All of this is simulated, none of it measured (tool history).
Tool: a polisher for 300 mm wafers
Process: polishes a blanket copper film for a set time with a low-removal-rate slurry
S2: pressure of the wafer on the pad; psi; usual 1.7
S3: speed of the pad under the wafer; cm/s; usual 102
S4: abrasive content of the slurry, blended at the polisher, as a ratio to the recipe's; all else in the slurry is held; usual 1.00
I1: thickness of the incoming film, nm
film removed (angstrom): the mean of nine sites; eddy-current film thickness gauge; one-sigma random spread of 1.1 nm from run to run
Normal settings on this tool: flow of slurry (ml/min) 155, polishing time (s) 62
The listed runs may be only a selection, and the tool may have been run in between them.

{"run": 1, "hour": 0.0, "flow of slurry (ml/min)": 155, "S2": 1.7, "S3": 102, "S4": 1.0, "polishing time (s)": 62, "I1": 830.1, "film removed (angstrom)": 1264}
{"run": 2, "hour": 7.8, "flow of slurry (ml/min)": 110, "S2": 1.7, "S3": 102, "S4": 1.05, "polishing time (s)": 62, "I1": 817.7, "film removed (angstrom)": 1182}
{"run": 3, "hour": 36.9, "flow of slurry (ml/min)": 155, "S2": 1.7, "S3": 102, "S4": 1.0, "polishing time (s)": 62, "I1": 816.1, "film removed (angstrom)": 1252}
{"run": 4, "hour": 46.5, "flow of slurry (ml/min)": 155, "S2": 1.7, "S3": 102, "S4": 1.0, "polishing time (s)": 62, "I1": 823.2, "film removed (angstrom)": 1266}
{"run": 5, "hour": 58.7, "flow of slurry (ml/min)": 155, "S2": 1.7, "S3": 102, "S4": 1.0, "polishing time (s)": 62, "I1": 807.7, "film removed (angstrom)": 1247}
{"run": 6, "hour": 72.7, "flow of slurry (ml/min)": 185, "S2": 1.7, "S3": 102, "S4": 1.0, "polishing time (s)": 62, "I1": 815.7, "film removed (angstrom)": 1284}
{"run": 7, "hour": 82.5, "flow of slurry (ml/min)": 155, "S2": 1.7, "S3": 122, "S4": 1.0, "polishing time (s)": 62, "I1": 828.3, "film removed (angstrom)": 1513}
{"hour": 95.2, "done": "worn pad replaced by a new one"}
{"run": 8, "hour": 95.7, "flow of slurry (ml/min)": 155, "S2": 2.2, "S3": 102, "S4": 1.0, "polishing time (s)": 62, "I1": 814.3, "film removed (angstrom)": 1572}
{"run": 9, "hour": 106.5, "flow of slurry (ml/min)": 125, "S2": 1.7, "S3": 102, "S4": 0.75, "polishing time (s)": 81, "I1": 826.3, "film removed (angstrom)": 1500}
{"hour": 123.1, "done": "head pressure recalibrated"}
{"run": 10, "hour": 138.7, "flow of slurry (ml/min)": 155, "S2": 1.7, "S3": 102, "S4": 1.0, "polishing time (s)": 62, "I1": 827.5, "film removed (angstrom)": 1253}
{"hour": 172.1, "done": "slurry blender recalibrated"}
{"hour": 179.3, "done": "slurry nozzle cleaned"}
{"run": 11, "hour": 187.0, "flow of slurry (ml/min)": 155, "S2": 1.7, "S3": 102, "S4": 1.0, "polishing time (s)": 62, "I1": 811.8, "film removed (angstrom)": 1267}
{"run": 12, "hour": 198.5, "flow of slurry (ml/min)": 155, "S2": 1.7, "S3": 102, "S4": 1.0, "polishing time (s)": 62, "I1": 818.2, "film removed (angstrom)": 1259}
{"run": 13, "hour": 211.5, "flow of slurry (ml/min)": 155, "S2": 1.2, "S3": 68, "S4": 1.0, "polishing time (s)": 62, "I1": 828.1, "film removed (angstrom)": 617}
{"run": 14, "hour": 228.6, "flow of slurry (ml/min)": 155, "S2": 2.1, "S3": 102, "S4": 1.0, "polishing time (s)": 76, "I1": 815.5, "film removed (angstrom)": 1858}

4 options for the next run, each taken on its own from the tool as it stands now. Forecast them:
{"run": "A", "hour": 229.0, "flow of slurry (ml/min)": 195, "S2": 1.7, "S3": 102, "S4": 1.0, "polishing time (s)": 62, "I1": 817.2, "film removed (angstrom)": "?"}
{"run": "B", "hour": 229.0, "flow of slurry (ml/min)": 155, "S2": 1.7, "S3": 102, "S4": 1.2, "polishing time (s)": 77, "I1": 817.2, "film removed (angstrom)": "?"}
{"run": "C", "hour": 229.0, "flow of slurry (ml/min)": 155, "S2": 2.0, "S3": 88, "S4": 1.2, "polishing time (s)": 43, "I1": 817.2, "film removed (angstrom)": "?"}
{"run": "D", "hour": 229.0, "flow of slurry (ml/min)": 155, "S2": 1.7, "S3": 102, "S4": 1.0, "polishing time (s)": 43, "I1": 817.2, "film removed (angstrom)": "?"}

run=A film_removed_(angstrom)=1314
run=B film_removed_(angstrom)=1621
run=C film_removed_(angstrom)=901
run=D film_removed_(angstrom)=878
Take away the tool's hidden state, keep each run's random variation, and the runs would have read:
run=A film_removed_(angstrom)=1314
run=B film_removed_(angstrom)=1621
run=C film_removed_(angstrom)=901
run=D film_removed_(angstrom)=878
